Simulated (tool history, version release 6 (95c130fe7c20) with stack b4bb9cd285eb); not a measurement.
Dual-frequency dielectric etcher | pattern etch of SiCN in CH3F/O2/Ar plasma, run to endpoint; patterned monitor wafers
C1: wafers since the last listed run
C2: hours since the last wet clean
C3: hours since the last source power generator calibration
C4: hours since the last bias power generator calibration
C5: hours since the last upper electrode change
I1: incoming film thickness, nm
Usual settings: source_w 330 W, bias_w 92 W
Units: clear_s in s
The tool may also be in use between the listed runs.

Run 1, hour 0: usual settings but source_w 300 W, bias_w 80 W; C1 0; C2 218.4; C3 1339.8; C4 4071.9; C5 2855.7; I1 12.4. Result: clear_s 34 s.
Run 2, hour 11.2: usual settings; C1 219; C2 229.6; C3 1351; C4 4083.1; C5 2866.9; I1 12.42. Result: clear_s 30.7 s.
Run 3, hour 17.8: usual settings; C1 129; C2 236.2; C3 1357.6; C4 4089.7; C5 2873.5; I1 12.43. Result: clear_s 30.7 s.
Run 4, hour 34.9: usual settings; C1 335; C2 253.3; C3 1374.7; C4 4106.8; C5 2890.6; I1 12.26. Result: clear_s 30.2 s.
Run 5, hour 49.7: usual settings but bias_w 101 W; C1 290; C2 268.1; C3 1389.5; C4 4121.6; C5 2905.4; I1 12.45. Result: clear_s 29.4 s.
Run 6, hour 61: usual settings but bias_w 101 W; C1 221; C2 279.4; C3 1400.8; C4 4132.9; C5 2916.7; I1 12.32. Result: clear_s 29.3 s.
Run 7, hour 106.1: usual settings but source_w 360 W, bias_w 83 W; C1 885; C2 324.5; C3 1445.9; C4 4178; C5 2961.8; I1 12.4. Result: clear_s 31.3 s.
At hour 125.4: source power generator calibrated.
Run 8, hour 125.9: usual settings but source_w 360 W, bias_w 83 W; C1 310; C2 344.3; C3 0.5; C4 4197.8; C5 2981.6; I1 12.46. Result: clear_s 31.5 s.
At hour 156.1: upper electrode replaced.
Run 9, hour 156.6: usual settings but bias_w 100 W; C1 131; C2 375; C3 31.2; C4 4228.5; C5 0.5; I1 12.45. Result: clear_s 29.8 s.
Run 10, hour 157: usual settings but bias_w 100 W; C1 7; C2 375.4; C3 31.6; C4 4228.9; C5 0.9; I1 12.29. Result: clear_s 29.5 s.
Run 11, hour 157.3: usual settings but source_w 370 W; C1 5; C2 375.7; C3 31.9; C4 4229.2; C5 1.2; I1 12.4. Result: clear_s 29.6 s.
Run 12, hour 165.9: usual settings; C1 168; C2 384.3; C3 40.5; C4 4237.8; C5 9.8; I1 12.39. Result: clear_s 30.9 s.
Run 13, hour 181.8: usual settings but source_w 270 W; C1 312; C2 400.2; C3 56.4; C4 4253.7; C5 25.7; I1 12.34. Result: clear_s 33.2 s.
Run 14, hour 196.3: usual settings; C1 284; C2 414.7; C3 70.9; C4 4268.2; C5 40.2; I1 12.25. Result: clear_s 30.7 s.
Run 15, hour 208: usual settings but source_w 310 W, bias_w 69 W; C1 229; C2 426.4; C3 82.6; C4 4279.9; C5 51.9; I1 12.44. Result: clear_s 36.6 s.
At hour 236.7: wet clean of the chamber.
Run 16, hour 237.2: usual settings; C1 102; C2 0.5; C3 111.8; C4 4309.1; C5 81.1; I1 12.46. Result: clear_s 30.5 s.
Run 17, hour 237.5: usual settings but source_w 380 W, bias_w 72 W; C1 5; C2 0.8; C3 112.1; C4 4309.4; C5 81.4; I1 12.43. Result: clear_s 32.3 s.
Run 18, hour 250.5: usual settings but source_w 300 W, bias_w 109 W; C1 255; C2 13.8; C3 125.1; C4 4322.4; C5 94.4; I1 12.25. Result: clear_s 28.7 s.
Run 19, hour 266.7: usual settings but source_w 370 W, bias_w 102 W; C1 317; C2 30; C3 141.3; C4 4338.6; C5 110.6; I1 12.42. Result: clear_s 27.8 s.
Run 20, hour 283.5: usual settings but source_w 280 W, bias_w 106 W; C1 329; C2 46.8; C3 158.1; C4 4355.4; C5 127.4; I1 12.44. Result: clear_s 30.4 s.
At hour 293.1: bias power generator calibrated.
Run 21, hour 293.6: usual settings but bias_w 79 W; C1 119; C2 56.9; C3 168.2; C4 0.5; C5 137.5; I1 12.28. Result: clear_s 32.5 s.
Run 22, hour 298.5: usual settings; C1 96; C2 61.8; C3 173.1; C4 5.4; C5 142.4; I1 12.32. Result: clear_s 30.4 s.
Run 23, hour 311: usual settings; C1 245; C2 74.3; C3 185.6; C4 17.9; C5 154.9; I1 12.48. Result: clear_s 30.6 s.
Run 24, hour 327.7: usual settings but bias_w 112 W; C1 327; C2 91; C3 202.3; C4 34.6; C5 171.6; I1 12.42. Result: clear_s 27.6 s.
Run 25, hour 336.9: usual settings but bias_w 81 W; C1 180; C2 100.2; C3 211.5; C4 43.8; C5 180.8; I1 12.29. Result: clear_s 32.1 s.
Run 26, hour 352.5: usual settings but source_w 250 W, bias_w 82 W; C1 306; C2 115.8; C3 227.1; C4 59.4; C5 196.4; I1 12.45. Result: clear_s 36.1 s.
Run 27, hour 361.7: usual settings; C1 180; C2 125; C3 236.3; C4 68.6; C5 205.6; I1 12.46. Result: clear_s 30.7 s.
Run 28, hour 375.5: usual settings but source_w 310 W, bias_w 73 W; C1 270; C2 138.8; C3 250.1; C4 82.4; C5 219.4; I1 12.43. Result: clear_s 35.2 s.
Run 29, hour 391.7: usual settings but source_w 400 W, bias_w 102 W; C1 317; C2 155; C3 266.3; C4 98.6; C5 235.6; I1 12.51. Result: clear_s 27.5 s.
Run 30, hour 407.1: usual settings but source_w 300 W, bias_w 112 W; C1 302; C2 170.4; C3 281.7; C4 114; C5 251; I1 12.22. Result: clear_s 28.7 s.
Run 31, hour 418.8: usual settings; C1 229; C2 182.1; C3 293.4; C4 125.7; C5 262.7; I1 12.47. Result: clear_s 30.7 s.
Run 32, hour 434.2: usual settings but source_w 400 W, bias_w 110 W; C1 302; C2 197.5; C3 308.8; C4 141.1; C5 278.1; I1 12.5. Result: clear_s 26.5 s.
Run 33, hour 444.1: usual settings; C1 194; C2 207.4; C3 318.7; C4 151; C5 288; I1 12.27. Result: clear_s 30.3 s.
Run 34, hour 462: usual settings; C1 351; C2 225.3; C3 336.6; C4 168.9; C5 305.9; I1 12.25. Result: clear_s 30.4 s.

The same runs without the tool's hidden state, with the same run-to-run variation:
The hidden state here: etch rate over this chamber's usual, %; source power that arrives over what is set, %; bias power that arrives over what is set, %.
run  clear_s
  1     33.6
  2     30.3
  3     30.3
  4     29.8
  5       29
  6     28.8
  7     30.8
  8     30.9
  9     29.2
 10     28.9
 11       29
 12     30.2
 13     32.5
 14       30
 15     35.7
 16     30.4
 17     32.3
 18     28.6
 19     27.7
 20     30.2
 21     32.3
 22     30.2
 23     30.4
 24     27.4
 25     31.9
 26     35.8
 27     30.4
 28     34.9
 29     27.2
 30     28.4
 31     30.4
 32     26.1
 33     29.9
 34       30
